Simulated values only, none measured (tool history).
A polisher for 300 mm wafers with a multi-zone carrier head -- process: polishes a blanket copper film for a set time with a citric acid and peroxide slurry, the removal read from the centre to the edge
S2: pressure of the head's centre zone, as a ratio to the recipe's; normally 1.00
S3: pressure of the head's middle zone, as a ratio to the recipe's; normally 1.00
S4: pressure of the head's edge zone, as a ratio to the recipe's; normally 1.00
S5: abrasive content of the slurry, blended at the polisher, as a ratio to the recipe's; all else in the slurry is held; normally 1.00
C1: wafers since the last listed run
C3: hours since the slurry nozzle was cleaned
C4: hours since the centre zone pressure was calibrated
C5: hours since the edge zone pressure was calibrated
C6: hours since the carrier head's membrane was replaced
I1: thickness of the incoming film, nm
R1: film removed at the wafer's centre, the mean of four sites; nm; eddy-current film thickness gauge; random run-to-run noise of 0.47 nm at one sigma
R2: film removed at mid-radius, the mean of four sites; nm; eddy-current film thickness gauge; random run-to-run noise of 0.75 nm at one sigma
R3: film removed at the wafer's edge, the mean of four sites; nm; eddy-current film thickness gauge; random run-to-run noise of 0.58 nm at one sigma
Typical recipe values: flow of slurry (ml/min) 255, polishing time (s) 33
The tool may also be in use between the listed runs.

{"run": 1, "hour": 0.0, "flow of slurry (ml/min)": 285, "S2": 1.06, "S3": 1.0, "S4": 1.0, "S5": 1.0, "polishing time (s)": 33, "C1": 0, "wafers polished on this pad": 1405, "C3": 773.5, "C4": 264.5, "C5": 395.8, "C6": 685.5, "I1": 672.6, "R1": 62.8, "R2": 59.2, "R3": 59.9}
{"hour": 31.5, "done": "slurry nozzle cleaned"}
{"run": 2, "hour": 59.0, "flow of slurry (ml/min)": 255, "S2": 1.08, "S3": 1.0, "S4": 1.06, "S5": 0.75, "polishing time (s)": 36, "C1": 621, "wafers polished on this pad": 2026, "C3": 27.5, "C4": 323.5, "C5": 454.8, "C6": 744.5, "I1": 682.0, "R1": 62.8, "R2": 56.9, "R3": 58.3}
{"hour": 149.8, "done": "carrier head's membrane replaced by a new one"}
{"run": 3, "hour": 159.4, "flow of slurry (ml/min)": 255, "S2": 1.0, "S3": 1.0, "S4": 1.0, "S5": 1.0, "polishing time (s)": 33, "C1": 1021, "wafers polished on this pad": 3047, "C3": 127.9, "C4": 423.9, "C5": 555.2, "C6": 9.6, "I1": 678.3, "R1": 59.1, "R2": 57.0, "R3": 57.0}
{"run": 4, "hour": 257.4, "flow of slurry (ml/min)": 255, "S2": 0.91, "S3": 1.05, "S4": 1.0, "S5": 1.0, "polishing time (s)": 33, "C1": 1049, "wafers polished on this pad": 4096, "C3": 225.9, "C4": 521.9, "C5": 653.2, "C6": 107.6, "I1": 674.0, "R1": 52.6, "R2": 59.2, "R3": 57.3}
{"run": 5, "hour": 357.0, "flow of slurry (ml/min)": 210, "S2": 1.1, "S3": 1.07, "S4": 1.0, "S5": 1.0, "polishing time (s)": 28, "C1": 1066, "wafers polished on this pad": 5163, "C3": 325.5, "C4": 621.5, "C5": 752.8, "C6": 207.2, "I1": 668.8, "R1": 52.6, "R2": 50.5, "R3": 48.6}
{"run": 6, "hour": 424.0, "flow of slurry (ml/min)": 255, "S2": 1.07, "S3": 0.96, "S4": 1.09, "S5": 1.0, "polishing time (s)": 33, "C1": 717, "wafers polished on this pad": 5880, "C3": 392.5, "C4": 688.5, "C5": 819.8, "C6": 274.2, "I1": 677.9, "R1": 62.3, "R2": 55.8, "R3": 59.6}
{"hour": 462.7, "done": "edge zone pressure recalibrated"}
{"run": 7, "hour": 497.9, "flow of slurry (ml/min)": 255, "S2": 1.0, "S3": 0.91, "S4": 0.95, "S5": 0.7, "polishing time (s)": 33, "C1": 769, "wafers polished on this pad": 6650, "C3": 466.4, "C4": 762.4, "C5": 35.2, "C6": 348.1, "I1": 685.5, "R1": 51.0, "R2": 47.5, "R3": 50.7}
{"hour": 522.5, "done": "centre zone pressure recalibrated"}
{"hour": 582.6, "done": "worn pad replaced by a new one"}
{"run": 8, "hour": 614.9, "flow of slurry (ml/min)": 255, "S2": 1.0, "S3": 1.0, "S4": 1.0, "S5": 1.0, "polishing time (s)": 33, "C1": 1188, "wafers polished on this pad": 345, "C3": 583.4, "C4": 92.4, "C5": 152.2, "C6": 465.1, "I1": 681.1, "R1": 59.5, "R2": 60.5, "R3": 60.7}
{"run": 9, "hour": 681.2, "flow of slurry (ml/min)": 255, "S2": 1.0, "S3": 1.04, "S4": 1.11, "S5": 1.0, "polishing time (s)": 33, "C1": 709, "wafers polished on this pad": 1055, "C3": 649.7, "C4": 158.7, "C5": 218.5, "C6": 531.4, "I1": 669.4, "R1": 59.6, "R2": 61.6, "R3": 60.7}
{"run": 10, "hour": 751.7, "flow of slurry (ml/min)": 170, "S2": 1.0, "S3": 1.0, "S4": 1.0, "S5": 1.0, "polishing time (s)": 33, "C1": 754, "wafers polished on this pad": 1810, "C3": 720.2, "C4": 229.2, "C5": 289.0, "C6": 601.9, "I1": 681.6, "R1": 56.9, "R2": 55.8, "R3": 56.6}
{"run": 11, "hour": 804.4, "flow of slurry (ml/min)": 255, "S2": 1.0, "S3": 1.0, "S4": 1.0, "S5": 1.0, "polishing time (s)": 33, "C1": 564, "wafers polished on this pad": 2374, "C3": 772.9, "C4": 281.9, "C5": 341.7, "C6": 654.6, "I1": 681.9, "R1": 58.9, "R2": 57.8, "R3": 58.2}
{"hour": 813.8, "done": "slurry nozzle cleaned"}
{"hour": 832.9, "done": "carrier head's membrane replaced by a new one"}
{"run": 12, "hour": 912.2, "flow of slurry (ml/min)": 255, "S2": 1.0, "S3": 1.0, "S4": 1.0, "S5": 1.0, "polishing time (s)": 33, "C1": 1089, "wafers polished on this pad": 3464, "C3": 98.4, "C4": 389.7, "C5": 449.5, "C6": 79.3, "I1": 680.9, "R1": 57.8, "R2": 57.9, "R3": 57.9}
{"run": 13, "hour": 981.1, "flow of slurry (ml/min)": 175, "S2": 1.0, "S3": 1.0, "S4": 1.0, "S5": 1.0, "polishing time (s)": 33, "C1": 737, "wafers polished on this pad": 4202, "C3": 167.3, "C4": 458.6, "C5": 518.4, "C6": 148.2, "I1": 679.3, "R1": 55.3, "R2": 55.5, "R3": 56.7}
{"run": 14, "hour": 1067.6, "flow of slurry (ml/min)": 255, "S2": 1.04, "S3": 0.93, "S4": 1.0, "S5": 1.0, "polishing time (s)": 33, "C1": 926, "wafers polished on this pad": 5128, "C3": 253.8, "C4": 545.1, "C5": 604.9, "C6": 234.7, "I1": 678.3, "R1": 59.8, "R2": 53.3, "R3": 57.0}
{"run": 15, "hour": 1156.1, "flow of slurry (ml/min)": 255, "S2": 1.07, "S3": 0.89, "S4": 1.0, "S5": 1.0, "polishing time (s)": 22, "C1": 947, "wafers polished on this pad": 6075, "C3": 342.3, "C4": 633.6, "C5": 693.4, "C6": 323.2, "I1": 683.2, "R1": 40.9, "R2": 35.0, "R3": 38.1}
{"hour": 1232.4, "done": "worn pad replaced by a new one"}
{"run": 16, "hour": 1232.9, "flow of slurry (ml/min)": 210, "S2": 1.0, "S3": 0.95, "S4": 1.0, "S5": 1.0, "polishing time (s)": 33, "C1": 779, "wafers polished on this pad": 5, "C3": 419.1, "C4": 710.4, "C5": 770.2, "C6": 400.0, "I1": 677.8, "R1": 60.6, "R2": 56.1, "R3": 59.6}
{"hour": 1271.9, "done": "edge zone pressure recalibrated"}
{"run": 17, "hour": 1334.5, "flow of slurry (ml/min)": 255, "S2": 1.0, "S3": 0.93, "S4": 1.0, "S5": 1.0, "polishing time (s)": 33, "C1": 1066, "wafers polished on this pad": 1071, "C3": 520.7, "C4": 812.0, "C5": 62.6, "C6": 501.6, "I1": 673.7, "R1": 58.7, "R2": 55.6, "R3": 59.8}
{"hour": 1347.3, "done": "centre zone pressure recalibrated"}
{"hour": 1531.0, "done": "carrier head's membrane replaced by a new one"}
{"run": 18, "hour": 1592.4, "flow of slurry (ml/min)": 205, "S2": 0.92, "S3": 1.0, "S4": 1.05, "S5": 1.0, "polishing time (s)": 39, "C1": 2686, "wafers polished on this pad": 3757, "C3": 778.6, "C4": 245.1, "C5": 320.5, "C6": 61.4, "I1": 679.1, "R1": 62.0, "R2": 67.5, "R3": 67.6}
{"hour": 1627.5, "done": "slurry nozzle cleaned"}
{"run": 19, "hour": 1695.5, "flow of slurry (ml/min)": 255, "S2": 1.0, "S3": 1.06, "S4": 1.0, "S5": 1.0, "polishing time (s)": 33, "C1": 1093, "wafers polished on this pad": 4851, "C3": 68.0, "C4": 348.2, "C5": 423.6, "C6": 164.5, "I1": 679.2, "R1": 57.5, "R2": 58.5, "R3": 57.3}
{"run": 20, "hour": 1789.2, "flow of slurry (ml/min)": 255, "S2": 1.0, "S3": 1.0, "S4": 1.0, "S5": 1.0, "polishing time (s)": 36, "C1": 1003, "wafers polished on this pad": 5854, "C3": 161.7, "C4": 441.9, "C5": 517.3, "C6": 258.2, "I1": 678.4, "R1": 62.4, "R2": 62.4, "R3": 62.5}
{"run": 21, "hour": 1839.6, "flow of slurry (ml/min)": 255, "S2": 0.89, "S3": 1.08, "S4": 1.0, "S5": 0.85, "polishing time (s)": 33, "C1": 539, "wafers polished on this pad": 6393, "C3": 212.1, "C4": 492.3, "C5": 567.7, "C6": 308.6, "I1": 671.0, "R1": 48.2, "R2": 58.2, "R3": 54.8}

Below are 4 alternative next runs, each starting from the tool's condition after run 21. Predict each:
{"run": "A", "hour": 1840.0, "flow of slurry (ml/min)": 255, "S2": 1.0, "S3": 1.0, "S4": 1.0, "S5": 1.0, "polishing time (s)": 33, "C1": 4, "wafers polished on this pad": 6398, "C3": 212.5, "C4": 492.7, "C5": 568.1, "C6": 309.0, "I1": 681.0, "R1": "?", "R2": "?", "R3": "?"}
{"run": "B", "hour": 1840.0, "flow of slurry (ml/min)": 255, "S2": 1.0, "S3": 1.0, "S4": 1.0, "S5": 0.75, "polishing time (s)": 23, "C1": 4, "wafers polished on this pad": 6398, "C3": 212.5, "C4": 492.7, "C5": 568.1, "C6": 309.0, "I1": 681.0, "R1": "?", "R2": "?", "R3": "?"}
{"run": "C", "hour": 1840.0, "flow of slurry (ml/min)": 255, "S2": 0.92, "S3": 1.12, "S4": 0.9, "S5": 1.0, "polishing time (s)": 38, "C1": 4, "wafers polished on this pad": 6398, "C3": 212.5, "C4": 492.7, "C5": 568.1, "C6": 309.0, "I1": 681.0, "R1": "?", "R2": "?", "R3": "?"}
{"run": "D", "hour": 1840.0, "flow of slurry (ml/min)": 255, "S2": 1.0, "S3": 1.09, "S4": 1.11, "S5": 1.0, "polishing time (s)": 33, "C1": 4, "wafers polished on this pad": 6398, "C3": 212.5, "C4": 492.7, "C5": 568.1, "C6": 309.0, "I1": 681.0, "R1": "?", "R2": "?", "R3": "?"}

run=A R1=57.6 R2=57.8 R3=57.1
run=B R1=36.7 R2=36.9 R3=36.4
run=C R1=61.0 R2=73.1 R3=63.4
run=D R1=57.6 R2=62.0 R3=59.3
With no hidden state in the tool, these same runs would have given:
run=A R1=61.5 R2=61.8 R3=61.0
run=B R1=39.2 R2=39.4 R3=38.9
run=C R1=65.2 R2=78.0 R3=67.7
run=D R1=61.5 R2=66.2 R3=63.3
